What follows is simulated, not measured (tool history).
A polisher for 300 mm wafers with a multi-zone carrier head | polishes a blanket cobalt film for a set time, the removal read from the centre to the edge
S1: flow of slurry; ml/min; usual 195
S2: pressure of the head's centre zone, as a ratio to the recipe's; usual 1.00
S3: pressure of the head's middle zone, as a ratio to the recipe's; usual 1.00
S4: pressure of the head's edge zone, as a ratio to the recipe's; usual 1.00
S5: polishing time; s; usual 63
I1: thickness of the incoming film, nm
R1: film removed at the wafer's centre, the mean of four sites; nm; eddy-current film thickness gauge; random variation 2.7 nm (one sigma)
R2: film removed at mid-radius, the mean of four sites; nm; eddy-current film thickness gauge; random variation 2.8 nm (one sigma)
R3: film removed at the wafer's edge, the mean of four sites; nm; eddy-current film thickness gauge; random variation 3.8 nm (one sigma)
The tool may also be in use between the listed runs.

Run 1, hour 0.0: usual settings; I1 1275.8. Result: R1 274.9 nm, R2 266.6 nm, R3 278.4 nm.
Run 2, hour 20.1: usual settings; I1 1268.9. Result: R1 269.8 nm, R2 269.0 nm, R3 274.6 nm.
Run 3, hour 34.0: usual settings but S2 0.95; I1 1281.8. Result: R1 252.8 nm, R2 267.4 nm, R3 270.1 nm.
Run 4, hour 51.4: usual settings but S2 0.95; I1 1263.4. Result: R1 250.8 nm, R2 258.0 nm, R3 263.0 nm.
Run 5, hour 70.3: usual settings but S2 0.95; I1 1280.6. Result: R1 252.3 nm, R2 254.7 nm, R3 264.6 nm.
Run 6, hour 97.0: usual settings but S3 1.08, S4 1.05; I1 1255.3. Result: R1 257.4 nm, R2 274.5 nm, R3 259.6 nm.
At hour 123.0: slurry nozzle cleaned.
Run 7, hour 130.1: usual settings but S3 1.08, S4 1.05; I1 1275.5. Result: R1 258.2 nm, R2 267.2 nm, R3 260.5 nm.
At hour 138.8: centre zone pressure recalibrated.
Run 8, hour 151.2: usual settings but S1 245 ml/min, S4 0.93; I1 1288.0. Result: R1 263.7 nm, R2 258.6 nm, R3 247.2 nm.
At hour 161.4: worn pad replaced by a new one.
Run 9, hour 183.7: usual settings but S1 245 ml/min, S4 0.93; I1 1297.1. Result: R1 282.1 nm, R2 277.9 nm, R3 266.2 nm.
Run 10, hour 199.1: usual settings but S2 0.88; I1 1276.1. Result: R1 239.6 nm, R2 262.6 nm, R3 273.8 nm.
Run 11, hour 234.9: usual settings; I1 1277.7. Result: R1 260.6 nm, R2 263.1 nm, R3 263.9 nm.
Run 12, hour 265.7: usual settings but S1 245 ml/min, S2 0.89, S5 48 s; I1 1266.1. Result: R1 180.5 nm, R2 203.0 nm, R3 202.5 nm.
At hour 293.9: carrier head's membrane replaced by a new one.
Run 13, hour 296.1: usual settings but S1 150 ml/min, S2 1.05; I1 1263.9. Result: R1 254.4 nm, R2 244.0 nm, R3 246.4 nm.
Run 14, hour 309.0: usual settings but S3 0.93, S5 83 s; I1 1268.2. Result: R1 334.5 nm, R2 309.0 nm, R3 335.6 nm.
Run 15, hour 322.4: usual settings but S1 245 ml/min, S4 0.93; I1 1261.8. Result: R1 263.7 nm, R2 258.9 nm, R3 247.4 nm.
At hour 338.6: worn pad replaced by a new one.
Run 16, hour 365.4: usual settings but S1 155 ml/min, S3 0.92, S4 0.89; I1 1275.8. Result: R1 253.8 nm, R2 235.1 nm, R3 248.3 nm.
Run 17, hour 400.4: usual settings but S2 1.12, S4 0.88; I1 1289.1. Result: R1 292.4 nm, R2 263.4 nm, R3 249.6 nm.
At hour 404.8: edge zone pressure recalibrated.
Run 18, hour 418.9: usual settings but S5 44 s; I1 1272.9. Result: R1 179.6 nm, R2 175.8 nm, R3 178.3 nm.
Run 19, hour 448.8: usual settings but S1 140 ml/min, S2 1.11, S5 81 s; I1 1290.3. Result: R1 342.0 nm, R2 308.5 nm, R3 308.2 nm.
Run 20, hour 482.7: usual settings; I1 1276.0. Result: R1 249.5 nm, R2 245.4 nm, R3 250.9 nm.
Run 21, hour 514.7: usual settings but S1 150 ml/min, S2 1.05; I1 1282.8. Result: R1 245.0 nm, R2 232.5 nm, R3 237.2 nm.
At hour 522.2: worn pad replaced by a new one.
Run 22, hour 534.0: usual settings; I1 1259.1. Result: R1 271.6 nm, R2 272.1 nm, R3 274.1 nm.
Run 23, hour 584.3: usual settings; I1 1274.9. Result: R1 264.9 nm, R2 258.1 nm, R3 258.9 nm.

Forecast each of these 3 alternatives for the next run:
Run A, hour 584.7: usual settings but S1 175 ml/min; I1 1255.6. Result: R1 ?, R2 ?, R3 ?.
Run B, hour 584.7: usual settings but S4 0.94, S5 47 s; I1 1255.6. Result: R1 ?, R2 ?, R3 ?.
Run C, hour 584.7: usual settings but S2 1.04, S5 54 s; I1 1255.6. Result: R1 ?, R2 ?, R3 ?.

run     R1     R2     R3
  A  256.2  256.0  261.3
  B  195.2  194.6  192.0
  C  233.3  223.6  227.2
Without the tool's hidden state the same runs would have given:
run     R1     R2     R3
  A  267.2  267.0  272.6
  B  203.6  203.0  200.2
  C  243.4  233.2  236.9

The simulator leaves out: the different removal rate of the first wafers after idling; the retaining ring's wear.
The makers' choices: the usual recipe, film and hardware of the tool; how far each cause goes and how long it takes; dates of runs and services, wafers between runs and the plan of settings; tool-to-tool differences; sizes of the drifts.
